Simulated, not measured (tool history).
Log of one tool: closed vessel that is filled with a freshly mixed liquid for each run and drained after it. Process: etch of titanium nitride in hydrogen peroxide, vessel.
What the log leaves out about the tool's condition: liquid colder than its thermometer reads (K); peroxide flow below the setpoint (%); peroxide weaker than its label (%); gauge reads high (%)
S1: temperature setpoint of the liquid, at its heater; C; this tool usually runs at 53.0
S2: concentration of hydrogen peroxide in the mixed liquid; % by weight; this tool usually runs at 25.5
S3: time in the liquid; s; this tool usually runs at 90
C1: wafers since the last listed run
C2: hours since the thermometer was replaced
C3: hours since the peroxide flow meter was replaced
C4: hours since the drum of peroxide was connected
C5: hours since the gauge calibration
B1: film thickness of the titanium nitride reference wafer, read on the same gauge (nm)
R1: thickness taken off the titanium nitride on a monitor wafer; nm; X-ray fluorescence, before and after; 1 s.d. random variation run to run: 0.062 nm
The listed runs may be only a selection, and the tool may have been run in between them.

run   hour    S1    S2   S3    C1      C2     C3      C4     C5     B1     R1
  1    0.0  53.0  25.5   90     0  2573.2  664.0  1201.9   44.9  40.02   9.82
  2    8.3  53.0  25.5   90   982  2581.5  672.3  1210.2   53.2  39.94   9.84
  3   24.9  53.0  25.5   90  1964  2598.1  688.9  1226.8   69.8  40.01   9.73
  4   40.5  53.0  25.5   90  1846  2613.7  704.5  1242.4   85.4  40.01   9.77
  5   52.8  53.0  25.5   90  1455  2626.0  716.8  1254.7   97.7  40.06   9.67
  6   59.7  53.0  25.5   90   816  2632.9  723.7  1261.6  104.6  40.01   9.72
  7   74.4  53.0  25.5   90  1740  2647.6  738.4  1276.3  119.3  39.98   9.74
  8   83.3  53.0  25.5   90  1053  2656.5  747.3  1285.2  128.2  40.02   9.81
  9   95.9  53.0  21.5   90  1491  2669.1  759.9  1297.8  140.8  40.01   9.27
 10  109.2  53.0  21.5   90  1574  2682.4  773.2  1311.1  154.1  39.99   9.35
     112.1  -- peroxide flow meter replaced
 11  123.9  53.0  21.5   90  1621  2697.1   11.8  1325.8  168.8  40.00   9.35
 12  141.9  53.0  25.5   90  2130  2715.1   29.8  1343.8  186.8  40.01   9.86
 13  150.5  53.0  25.5   90  1017  2723.7   38.4  1352.4  195.4  40.06   9.77
     151.8  -- new drum of peroxide connected
 14  166.6  53.0  25.5   90  1787  2739.8   54.5    14.8  211.5  40.02   9.76
 15  178.7  61.5  19.0  115  1432  2751.9   66.6    26.9  223.6  40.00  20.90
     213.1  -- gauge calibrated
 16  214.9  53.0  21.5   90  4284  2788.1  102.8    63.1    1.8  39.99   9.40
 17  223.7  53.0  25.5   90  1041  2796.9  111.6    71.9   10.6  39.94   9.79
     245.5  -- thermometer replaced
 18  253.3  61.5  28.5  145  3385     7.8  141.2   101.5   40.2  39.98  28.51
 19  267.9  57.5  28.0   90  1728    22.4  155.8   116.1   54.8  39.96  13.50
 20  274.3  48.5  25.5  105   757    28.8  162.2   122.5   61.2  40.01   8.15
 21  291.4  48.0  28.5   70  2024    45.9  179.3   139.6   78.3  40.01   5.44
 22  306.2  58.0  20.5   45  1751    60.7  194.1   154.4   93.1  40.06   6.57
 23  316.9  53.0  19.5  115  1266    71.4  204.8   165.1  103.8  40.00  11.75
 24  327.9  62.5  19.5   90  1302    82.4  215.8   176.1  114.8  39.97  17.49
 25  337.4  53.0  25.5   90  1124    91.9  225.3   185.6  124.3  39.97   9.74

Here are 4 independent what-if runs from the current tool condition. What would each one return?
  A  338.1  53.0  25.5  90  82  92.6  226.0  186.3  125.0   ?   ?
  B  338.1  60.5  28.5  50  82  92.6  226.0  186.3  125.0   ?   ?
  C  338.1  62.5  20.5  55  82  92.6  226.0  186.3  125.0   ?   ?
  D  338.1  57.5  30.0  55  82  92.6  226.0  186.3  125.0   ?   ?

run     B1     R1
  A  40.03   9.80
  B  40.03   9.38
  C  40.03  10.99
  D  40.03   8.50
The same runs, with their run-to-run variation unchanged, on a tool lacking any hidden condition would have given:
run     R1
  A   9.80
  B   9.38
  C  10.99
  D   8.50

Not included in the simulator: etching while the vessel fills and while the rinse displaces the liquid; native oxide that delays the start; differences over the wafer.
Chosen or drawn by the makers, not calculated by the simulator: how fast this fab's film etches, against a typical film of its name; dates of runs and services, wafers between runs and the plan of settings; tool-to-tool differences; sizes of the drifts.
